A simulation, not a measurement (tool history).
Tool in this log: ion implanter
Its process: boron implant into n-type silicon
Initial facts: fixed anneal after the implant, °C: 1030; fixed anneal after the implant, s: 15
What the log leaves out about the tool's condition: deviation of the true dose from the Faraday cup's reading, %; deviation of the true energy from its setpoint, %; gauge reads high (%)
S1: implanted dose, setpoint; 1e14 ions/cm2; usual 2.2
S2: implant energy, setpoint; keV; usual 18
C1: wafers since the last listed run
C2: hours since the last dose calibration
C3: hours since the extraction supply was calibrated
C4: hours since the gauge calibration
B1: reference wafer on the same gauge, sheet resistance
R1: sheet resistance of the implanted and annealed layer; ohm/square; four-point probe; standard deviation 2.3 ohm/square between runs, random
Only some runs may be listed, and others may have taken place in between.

run,hour,S1,S2,C1,C2,C3,C4,B1,R1
1,0,2.2,18,0,1443,4295.8,1571.5,501.74,453.83
2,42.4,2.2,18,826,1485.4,4338.2,1613.9,502.05,449.29
3,108.5,2.2,19.5,1288,1551.5,4404.3,1680,502.15,444.8
4,204.6,2.2,19.5,1873,1647.6,4500.4,1776.1,502.4,446.25
# hour 262.1: Faraday cup replaced and dose calibrated
5,276.1,2.2,18,1238,14,4571.9,1847.6,502.31,460.54
6,321.2,2.2,18,879,59.1,4617,1892.7,501.86,459.85
7,377.7,2.2,18,1101,115.6,4673.5,1949.2,502.18,457.63
8,449.2,2.2,18,1393,187.1,4745,2020.7,502.71,460.58
9,539.3,2.2,18,1756,277.2,4835.1,2110.8,502.51,462.44
10,630.1,2.2,18,1770,368,4925.9,2201.6,502,458.44
11,699.3,2.2,18,1349,437.2,4995.1,2270.8,502.08,456.94
12,770.2,2.2,18,1382,508.1,5066,2341.7,502.32,459.93
# hour 811: extraction supply calibrated
13,988.7,2.2,18,4103,726.6,177.7,2560.2,502.42,455.24
14,1045.9,2.2,18,1115,783.8,234.9,2617.4,501.8,456.01
15,1151.8,1.65,23.5,2064,889.7,340.8,2723.3,501.48,551.67
16,1239.5,2.2,18,1709,977.4,428.5,2811,501.4,451.19
17,1344.4,2.01,18,2045,1082.3,533.4,2915.9,502.69,486.73
18,1416.1,2.2,18,1397,1154,605.1,2987.6,501.27,453.32
19,1491.7,2.2,18,1473,1229.6,680.7,3063.2,502.5,454.37
20,1545.5,2.39,18,1048,1283.4,734.5,3117,502.3,421.11
21,1591.3,1.7,16,892,1329.2,780.3,3162.8,501.47,564.93
22,1629.4,1.71,16,742,1367.3,818.4,3200.9,501.49,568.64
# hour 1658.7: gauge calibrated
23,1698.6,1.82,21,1349,1436.5,887.6,39.9,502.35,515.55
24,1766.4,1.9,22,1321,1504.3,955.4,107.7,501.86,492.89
25,1873.9,1.87,19.5,2095,1611.8,1062.9,215.2,501.73,503.27
26,1947.2,2.2,20,1429,1685.1,1136.2,288.5,502.06,444.28
# hour 1969.7: Faraday cup replaced and dose calibrated
27,2004,2.2,15,951,34.3,1193,345.3,501.33,469.16
28,2077.9,1.66,15,1440,108.2,1266.9,419.2,501.59,588.57
29,2141,1.55,23,1230,171.3,1330,482.3,501.09,595.82
30,2178.2,1.6,12.5,725,208.5,1367.2,519.5,502.08,622.29
31,2255.4,2.52,21,1505,285.7,1444.4,596.7,502.43,403.02
32,2360.6,1.9,12.5,2051,390.9,1549.6,701.9,501.34,539
33,2433,2.64,18,1411,463.3,1622,774.3,502.33,394.42
34,2511.5,2.2,18,1530,541.8,1700.5,852.8,501.95,460.51
35,2610.4,1.84,13.5,1928,640.7,1799.4,951.7,501.98,549.36
36,2681.7,1.72,15.5,1390,712,1870.7,1023,501.42,568.11
37,2734.3,2.2,18,1025,764.6,1923.3,1075.6,502.29,458.58
38,2780.6,2.2,18,902,810.9,1969.6,1121.9,501.84,453.92

Here are 3 independent what-if runs from the current tool condition. What would each one return?
A,2781,2.2,12.5,7,811.3,1970,1122.3,?,?
B,2781,2.02,22.5,7,811.3,1970,1122.3,?,?
C,2781,1.56,16.5,7,811.3,1970,1122.3,?,?

run,B1,R1
A,502.19,475.14
B,502.19,473.61
C,502.19,608.32
With the hidden condition removed and each run's random variation left untouched, the same runs would have given:
run,R1
A,477.28
B,475.69
C,611

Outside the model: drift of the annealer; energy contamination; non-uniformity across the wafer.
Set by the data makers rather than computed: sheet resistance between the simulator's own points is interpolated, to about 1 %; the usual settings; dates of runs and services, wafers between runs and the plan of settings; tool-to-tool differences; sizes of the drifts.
